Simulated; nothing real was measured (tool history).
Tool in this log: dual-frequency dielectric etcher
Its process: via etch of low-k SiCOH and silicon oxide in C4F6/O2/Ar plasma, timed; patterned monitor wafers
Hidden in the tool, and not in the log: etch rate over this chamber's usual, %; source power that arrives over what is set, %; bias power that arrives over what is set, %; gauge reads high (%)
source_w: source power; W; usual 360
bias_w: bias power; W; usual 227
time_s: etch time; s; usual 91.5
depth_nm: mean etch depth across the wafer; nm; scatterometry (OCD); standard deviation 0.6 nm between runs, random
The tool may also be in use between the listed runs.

run,hour,source_w,bias_w,time_s,wafers since the last listed run,hours since the last wet clean,hours since the last source power generator calibration,hours since the last bias power generator calibration,hours since the last upper electrode change,hours since the gauge calibration,"read-back reference wafer on the same gauge, depth_nm",depth_nm
1,0,310,255,91.5,0,432.5,957.9,1388.1,5292.4,57.4,242.9,286.4
2,101.6,360,227,91.5,1251,534.1,1059.5,1489.7,5394,159,243,287.1
# hour 193.7: wet clean of the chamber
3,194.2,360,227,91.5,844,0.5,1152.1,1582.3,5486.6,251.6,243,283.6
4,226.6,360,227,76,398,32.9,1184.5,1614.7,5519,284,243,236.8
5,280.8,360,227,76,667,87.1,1238.7,1668.9,5573.2,338.2,243.1,236.6
6,343.3,360,227,76,769,149.6,1301.2,1731.4,5635.7,400.7,243,237
7,421.9,360,203,91.5,967,228.2,1379.8,1810,5714.3,479.3,243,270.3
# hour 515.9: source power generator calibrated
8,528.8,360,227,91.5,1267,335.1,12.9,1916.9,5821.2,586.2,243,286.7
# hour 587.7: upper electrode replaced
# hour 620.7: bias power generator calibrated
9,635.2,360,227,91.5,965,441.5,119.3,14.5,47.5,692.6,243,286.7
10,692.1,360,227,91.5,700,498.4,176.2,71.4,104.4,749.5,243,287.4
# hour 733.1: wet clean of the chamber
11,778.2,360,227,91.5,764,45.1,262.3,157.5,190.5,835.6,243,285
12,865.2,360,227,91.5,1071,132.1,349.3,244.5,277.5,922.6,243,285.3
# hour 896.5: gauge calibrated
13,956.1,410,256,73,1119,223,440.2,335.4,368.4,59.6,243,252.3
14,1022.4,310,210,100,816,289.3,506.5,401.7,434.7,125.9,242.9,285.2
15,1085.8,360,227,82,780,352.7,569.9,465.1,498.1,189.3,242.9,256.4
16,1191.5,360,187,91.5,1301,458.4,675.6,570.8,603.8,295,242.9,262.2
17,1257.5,420,227,91.5,812,524.4,741.6,636.8,669.8,361,243,305.2
# hour 1348.4: wet clean of the chamber
18,1348.9,290,189,115.5,829,0.5,833,728.2,761.2,452.4,243,305.1
19,1397,360,268,91.5,592,48.6,881.1,776.3,809.3,500.5,243,307.6
20,1449.7,360,182,100.5,648,101.3,933.8,829,862,553.2,243,282.4
21,1489.7,360,227,91.5,492,141.3,973.8,869,902,593.2,243.1,285
22,1576.9,280,227,91.5,1073,228.5,1061,956.2,989.2,680.4,243,262.6
23,1638.7,290,189,115.5,761,290.3,1122.8,1018,1051,742.2,243,306.5
# hour 1691: gauge calibrated
24,1698.5,360,227,91.5,736,350.1,1182.6,1077.8,1110.8,7.5,243.2,287.8

Consider 4 possible next runs. They are alternatives, not a sequence: every one starts from the tool as it was left by run 24. What does each give?
A,1698.9,360,257,91.5,4,350.5,1183,1078.2,1111.2,7.9,?,?
B,1698.9,360,202,91.5,4,350.5,1183,1078.2,1111.2,7.9,?,?
C,1698.9,320,248,105.5,4,350.5,1183,1078.2,1111.2,7.9,?,?
D,1698.9,270,191,69,4,350.5,1183,1078.2,1111.2,7.9,?,?

run,"read-back reference wafer on the same gauge, depth_nm",depth_nm
A,243.1,304.3
B,243.1,272
C,243.1,331
D,243.1,180
With no hidden state in the tool, these same runs would have given:
run,depth_nm
A,301.6
B,269.6
C,328
D,178.4
